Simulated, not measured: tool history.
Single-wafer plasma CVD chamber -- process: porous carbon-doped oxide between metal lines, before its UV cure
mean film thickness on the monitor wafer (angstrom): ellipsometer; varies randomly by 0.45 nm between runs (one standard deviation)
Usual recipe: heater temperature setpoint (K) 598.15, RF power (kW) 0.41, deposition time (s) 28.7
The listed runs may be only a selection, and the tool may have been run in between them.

run	hour	heater temperature setpoint (K)	RF power (kW)	deposition time (s)	wafers since the last listed run	hours since the last thermocouple change	hours since the last RF generator calibration	hours since the showerhead was replaced	hours since the gauge calibration	read-back reference wafer on the same gauge, thickness_nm	mean film thickness on the monitor wafer (angstrom)
1	0	594.15	0.425	28.7	0	1091.5	1069.3	7373.4	20.9	109.156	1213.42
2	13.8	594.15	0.425	28.7	380	1105.3	1083.1	7387.2	34.7	108.95	1207.55
3	24.4	598.15	0.41	28.7	292	1115.9	1093.7	7397.8	45.3	108.938	1156.26
4	33	598.15	0.41	28.7	237	1124.5	1102.3	7406.4	53.9	109.05	1166.32
5	48.6	598.15	0.41	28.7	429	1140.1	1117.9	7422	69.5	109.012	1149.69
6	59.9	598.15	0.41	28.7	311	1151.4	1129.2	7433.3	80.8	109.111	1154.3
7	77.7	598.15	0.41	28.7	490	1169.2	1147	7451.1	98.6	109.039	1157.06
# hour 92.7: showerhead replaced
# hour 97.3: thermocouple changed; heater temperature recalibrated
8	97.8	598.15	0.46	28.7	204	0.5	1167.1	5.1	118.7	109.233	1266.76
9	98.1	598.15	0.38	23.4	8	0.8	1167.4	5.4	119	109.039	894.87
# hour 109.6: RF generator calibrated
10	110.1	583.15	0.41	28.7	110	12.8	0.5	17.4	131	109.244	1234.69
# hour 125.1: gauge calibrated
11	128	607.15	0.355	31.1	493	30.7	18.4	35.3	2.9	109.143	1063.13
12	139	598.15	0.335	28.7	303	41.7	29.4	46.3	13.9	109.009	981.59
13	153.6	598.15	0.35	28.7	402	56.3	44	60.9	28.5	108.873	1013.78
14	164.1	598.15	0.335	28.7	289	66.8	54.5	71.4	39	108.917	988.08
15	170.9	590.15	0.475	25.5	187	73.6	61.3	78.2	45.8	108.993	1196.9
16	178	603.15	0.34	28.7	195	80.7	68.4	85.3	52.9	109.131	972.8

Forecast each of these 4 alternatives for the next run:
A	178.4	591.15	0.41	28.7	11	81.1	68.8	85.7	53.3	?	?
B	178.4	612.15	0.41	23.5	11	81.1	68.8	85.7	53.3	?	?
C	178.4	583.15	0.475	31	11	81.1	68.8	85.7	53.3	?	?
D	178.4	583.15	0.41	25.3	11	81.1	68.8	85.7	53.3	?	?

run	read-back reference wafer on the same gauge, thickness_nm	mean film thickness on the monitor wafer (angstrom)
A	108.922	1190.28
B	108.922	898.27
C	108.922	1486.25
D	108.922	1092.7
The same runs, with their run-to-run variation unchanged, on a tool lacking any hidden condition would have given:
run	mean film thickness on the monitor wafer (angstrom)
A	1190.28
B	898.27
C	1486.25
D	1092.7

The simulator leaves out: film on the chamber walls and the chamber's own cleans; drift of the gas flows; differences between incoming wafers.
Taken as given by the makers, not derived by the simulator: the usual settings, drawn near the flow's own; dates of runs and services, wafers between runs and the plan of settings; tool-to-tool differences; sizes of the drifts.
